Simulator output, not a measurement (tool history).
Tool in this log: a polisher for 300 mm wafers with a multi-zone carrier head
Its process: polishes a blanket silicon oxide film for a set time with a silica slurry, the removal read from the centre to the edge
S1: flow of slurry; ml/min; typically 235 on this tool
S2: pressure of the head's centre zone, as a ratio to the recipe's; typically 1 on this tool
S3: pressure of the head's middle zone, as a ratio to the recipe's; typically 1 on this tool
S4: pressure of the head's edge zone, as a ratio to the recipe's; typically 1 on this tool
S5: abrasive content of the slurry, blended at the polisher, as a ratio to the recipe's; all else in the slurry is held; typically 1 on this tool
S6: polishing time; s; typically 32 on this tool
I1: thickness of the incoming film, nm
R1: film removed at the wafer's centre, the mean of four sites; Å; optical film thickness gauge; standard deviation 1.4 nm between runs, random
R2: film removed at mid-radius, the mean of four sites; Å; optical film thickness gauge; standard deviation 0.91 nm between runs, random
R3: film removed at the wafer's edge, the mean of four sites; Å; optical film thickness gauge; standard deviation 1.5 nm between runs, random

Run 1, day 0: usual settings but S6 35 s; I1 1190.2. Result: R1 1145 Å, R2 1173 Å, R3 1152 Å.
At day 0.592: centre zone pressure recalibrated.
Run 2, day 1.767: usual settings; I1 1191.4. Result: R1 1062 Å, R2 1061 Å, R3 1071 Å.
Run 3, day 4.571: usual settings; I1 1178.5. Result: R1 1041 Å, R2 1058 Å, R3 1028 Å.
Run 4, day 10.771: usual settings but S4 1.07, S5 1.15; I1 1182.3. Result: R1 1086 Å, R2 1120 Å, R3 1160 Å.
At day 12.333: worn pad replaced by a new one.
Run 5, day 14.183: usual settings but S4 1.07, S5 1.15; I1 1173.2. Result: R1 1191 Å, R2 1211 Å, R3 1241 Å.
Run 6, day 17.042: usual settings but S4 1.07, S5 1.15; I1 1177.9. Result: R1 1188 Å, R2 1151 Å, R3 1207 Å.
At day 17.683: carrier head's membrane replaced by a new one.
At day 17.704: edge zone pressure recalibrated.
At day 19.375: slurry nozzle cleaned.
Run 7, day 21.333: usual settings but S1 305 ml/min, S4 0.97; I1 1173.2. Result: R1 1042 Å, R2 1083 Å, R3 1052 Å.
Run 8, day 23.962: usual settings but S1 305 ml/min, S3 1.05, S4 0.96, S6 27 s; I1 1166.4. Result: R1 902 Å, R2 956 Å, R3 888 Å.
Run 9, day 25.5: usual settings but S1 155 ml/min, S3 0.93, S4 0.9; I1 1187.6. Result: R1 943 Å, R2 898 Å, R3 922 Å.
Run 10, day 28.446: usual settings but S1 210 ml/min, S3 1.03; I1 1166.8. Result: R1 989 Å, R2 1046 Å, R3 984 Å.
At day 30.858: worn pad replaced by a new one.
Run 11, day 32.183: usual settings but S1 155 ml/min, S3 1.09, S4 1.1, S6 41 s; I1 1169.4. Result: R1 1333 Å, R2 1441 Å, R3 1412 Å.
Run 12, day 36.325: usual settings but S1 300 ml/min, S3 0.95, S5 1.1; I1 1172.1. Result: R1 1158 Å, R2 1122 Å, R3 1164 Å.
At day 37.988: centre zone pressure recalibrated.
Run 13, day 40.492: usual settings; I1 1172.7. Result: R1 1055 Å, R2 1045 Å, R3 1035 Å.
At day 41.058: edge zone pressure recalibrated.
At day 41.475: slurry nozzle cleaned.
Run 14, day 44.817: usual settings but S1 280 ml/min; I1 1156.9. Result: R1 1042 Å, R2 1062 Å, R3 1043 Å.
Run 15, day 46.642: usual settings but S1 310 ml/min, S2 0.92, S6 40 s; I1 1170.9. Result: R1 1219 Å, R2 1320 Å, R3 1302 Å.
Run 16, day 49.558: usual settings but S1 295 ml/min, S5 1.1; I1 1169. Result: R1 1109 Å, R2 1135 Å, R3 1105 Å.
Run 17, day 51.383: usual settings; I1 1173.5. Result: R1 1014 Å, R2 1014 Å, R3 1011 Å.
At day 53.4: worn pad replaced by a new one.
Run 18, day 54.208: usual settings but S4 1.07; I1 1194.5. Result: R1 1131 Å, R2 1137 Å, R3 1172 Å.
Run 19, day 57.571: usual settings but S4 1.07, S5 1.15; I1 1184.6. Result: R1 1182 Å, R2 1172 Å, R3 1222 Å.
At day 61.125: slurry nozzle cleaned.
At day 62.1: edge zone pressure recalibrated.
Run 20, day 62.121: usual settings; I1 1172.3. Result: R1 1028 Å, R2 1042 Å, R3 1038 Å.
Run 21, day 66.317: usual settings but S4 1.08, S5 1.3; I1 1192. Result: R1 1165 Å, R2 1193 Å, R3 1232 Å.
Run 22, day 70.304: usual settings but S1 200 ml/min; I1 1160. Result: R1 982 Å, R2 1013 Å, R3 979 Å.

Each row is a separate what-if for the run after 22, all from the same tool condition, not one after another. Results?
Run A, day 70.321: usual settings; I1 1161.7. Result: R1 ?, R2 ?, R3 ?.
Run B, day 70.321: usual settings but S1 200 ml/min, S2 0.96, S5 0.8; I1 1161.7. Result: R1 ?, R2 ?, R3 ?.
Run C, day 70.321: usual settings but S2 0.92, S3 0.91; I1 1161.7. Result: R1 ?, R2 ?, R3 ?.

run    R1    R2    R3
  A  1011  1035  1032
  B   816   873   876
  C   929   957  1034
Without the tool's hidden state the same runs would have given:
run    R1    R2    R3
  A  1143  1170  1167
  B   922   987   990
  C  1050  1082  1168

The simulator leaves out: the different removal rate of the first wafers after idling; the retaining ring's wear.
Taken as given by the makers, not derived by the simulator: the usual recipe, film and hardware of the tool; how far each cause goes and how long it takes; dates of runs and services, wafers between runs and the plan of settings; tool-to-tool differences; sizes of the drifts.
